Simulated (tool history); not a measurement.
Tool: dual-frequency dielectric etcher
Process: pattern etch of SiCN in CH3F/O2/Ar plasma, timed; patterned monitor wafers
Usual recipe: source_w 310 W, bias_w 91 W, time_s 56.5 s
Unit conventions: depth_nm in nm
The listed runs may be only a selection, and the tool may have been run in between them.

| run | day | source_w | bias_w | time_s | wafers since the last listed run | hours since the last wet clean | hours since the last source power generator calibration | hours since the last bias power generator calibration | hours since the last upper electrode change | hours since the gauge calibration | read-back reference wafer on the same gauge, depth_nm | depth_nm |
|---|---|---|---|---|---|---|---|---|---|---|---|---|
| 1 | 0 | 310 | 91 | 56.5 | 0 | 358.5 | 4330.8 | 3519.8 | 979.9 | 2113.5 | 20.9 | 18.76 |
| 2 | 3.288 | 310 | 91 | 56.5 | 1106 | 437.4 | 4409.7 | 3598.7 | 1058.8 | 2192.4 | 20.9 | 18.84 |
| 3 | 5.538 | 310 | 91 | 56.5 | 757 | 491.4 | 4463.7 | 3652.7 | 1112.8 | 2246.4 | 20.91 | 18.84 |
|  | 6.721 | wet clean of the chamber |
| 4 | 9.325 | 310 | 91 | 56.5 | 938 | 62.5 | 4554.6 | 3743.6 | 1203.7 | 2337.3 | 20.89 | 19.42 |
| 5 | 11.108 | 310 | 91 | 56.5 | 600 | 105.3 | 4597.4 | 3786.4 | 1246.5 | 2380.1 | 20.88 | 19.57 |
| 6 | 14.708 | 310 | 91 | 56.5 | 1211 | 191.7 | 4683.8 | 3872.8 | 1332.9 | 2466.5 | 20.92 | 19.43 |
| 7 | 17.312 | 310 | 91 | 56.5 | 876 | 254.2 | 4746.3 | 3935.3 | 1395.4 | 2529 | 20.91 | 19.55 |
| 8 | 18.9 | 280 | 91 | 46.5 | 534 | 292.3 | 4784.4 | 3973.4 | 1433.5 | 2567.1 | 20.92 | 15.25 |
| 9 | 22.388 | 280 | 91 | 46.5 | 1174 | 376 | 4868.1 | 4057.1 | 1517.2 | 2650.8 | 20.91 | 15.42 |
|  | 23.496 | gauge calibrated |
|  | 25.988 | wet clean of the chamber, repeated, since the last time left the tool worse |
| 10 | 26.146 | 280 | 91 | 46.5 | 928 | 3.8 | 4958.3 | 4147.3 | 1607.4 | 63.6 | 20.88 | 14.64 |
| 11 | 28.65 | 310 | 91 | 56.5 | 843 | 63.9 | 5018.4 | 4207.4 | 1667.5 | 123.7 | 20.88 | 18.37 |
|  | 31.496 | bias power generator calibrated |
| 12 | 31.975 | 310 | 91 | 56.5 | 1063 | 143.7 | 5098.2 | 11.5 | 1747.3 | 203.5 | 20.91 | 18.55 |
| 13 | 36.4 | 310 | 91 | 56.5 | 1489 | 249.9 | 5204.4 | 117.7 | 1853.5 | 309.7 | 20.93 | 18.71 |
| 14 | 40.771 | 260 | 73 | 64.5 | 1471 | 354.8 | 5309.3 | 222.6 | 1958.4 | 414.6 | 20.89 | 17.89 |
|  | 41.642 | source power generator calibrated |
|  | 43.867 | upper electrode replaced |
| 15 | 44.475 | 310 | 107 | 56.5 | 854 | 443.7 | 68 | 311.5 | 14.6 | 503.5 | 20.88 | 20.33 |
| 16 | 48.346 | 280 | 111 | 41.5 | 1303 | 536.6 | 160.9 | 404.4 | 107.5 | 596.4 | 20.93 | 14.57 |
|  | 49.371 | wet clean of the chamber |
| 17 | 52.708 | 310 | 91 | 56.5 | 1132 | 80.1 | 265.6 | 509.1 | 212.2 | 701.1 | 20.89 | 18.3 |
| 18 | 55.321 | 290 | 103 | 67 | 879 | 142.8 | 328.3 | 571.8 | 274.9 | 763.8 | 20.91 | 22.7 |
| 19 | 57.021 | 310 | 91 | 56.5 | 572 | 183.6 | 369.1 | 612.6 | 315.7 | 804.6 | 20.9 | 18.87 |
| 20 | 60.071 | 380 | 81 | 47.5 | 1026 | 256.8 | 442.3 | 685.8 | 388.9 | 877.8 | 20.9 | 16.1 |
| 21 | 62.833 | 310 | 91 | 56.5 | 930 | 323.1 | 508.6 | 752.1 | 455.2 | 944.1 | 20.9 | 18.59 |
| 22 | 64.912 | 240 | 75 | 48.5 | 699 | 373 | 558.5 | 802 | 505.1 | 994 | 20.89 | 13.27 |
| 23 | 69.079 | 270 | 109 | 56.5 | 1402 | 473 | 658.5 | 902 | 605.1 | 1094 | 20.9 | 19.5 |
|  | 70.504 | wet clean of the chamber |
| 24 | 72.683 | 380 | 81 | 47.5 | 876 | 52.3 | 745 | 988.5 | 691.6 | 1180.5 | 20.93 | 15.88 |
| 25 | 76.238 | 310 | 91 | 56.5 | 1196 | 137.6 | 830.3 | 1073.8 | 776.9 | 1265.8 | 20.92 | 18.6 |
| 26 | 80.021 | 240 | 75 | 49 | 1273 | 228.4 | 921.1 | 1164.6 | 867.7 | 1356.6 | 20.88 | 13.29 |
| 27 | 83.742 | 310 | 107 | 46.5 | 1252 | 317.7 | 1010.4 | 1253.9 | 957 | 1445.9 | 20.9 | 16.7 |
| 28 | 85.533 | 240 | 112 | 46.5 | 603 | 360.7 | 1053.4 | 1296.9 | 1000 | 1488.9 | 20.9 | 15.55 |
| 29 | 89.196 | 380 | 91 | 41.5 | 1232 | 448.6 | 1141.3 | 1384.8 | 1087.9 | 1576.8 | 20.92 | 14.92 |

How the hidden state differs across the entries between the runs, from the last listed run before each to the first after it:
From run 3 to run 4: wet clean of the chamber (day 6.721)
  etch rate over this chamber's usual, %: 2.41 -> 5.03
  measured minus no-state result, depth_nm: +0.44 -> +0.93 nm
From run 9 to run 10: gauge calibrated (day 23.496); wet clean of the chamber, repeated, since the last time left the tool worse (day 25.988)
  etch rate over this chamber's usual, %: 6.52 -> -0.129
  measured minus no-state result, depth_nm: +0.94 -> -0.02 nm
From run 11 to run 12: bias power generator calibrated (day 31.496)
  etch rate over this chamber's usual, %: 0.158 -> 0.539
  measured minus no-state result, depth_nm: +0.03 -> +0.1 nm
From run 14 to run 15: source power generator calibrated (day 41.642); upper electrode replaced (day 43.867)
  etch rate over this chamber's usual, %: 1.55 -> 1.97
  measured minus no-state result, depth_nm: +0.28 -> +0.39 nm
From run 16 to run 17: wet clean of the chamber (day 49.371)
  etch rate over this chamber's usual, %: 2.41 -> 0.0296
  measured minus no-state result, depth_nm: +0.34 -> +0.01 nm
From run 23 to run 24: wet clean of the chamber (day 70.504)
  etch rate over this chamber's usual, %: 1.91 -> 0.136
  measured minus no-state result, depth_nm: +0.36 -> +0.03 nm
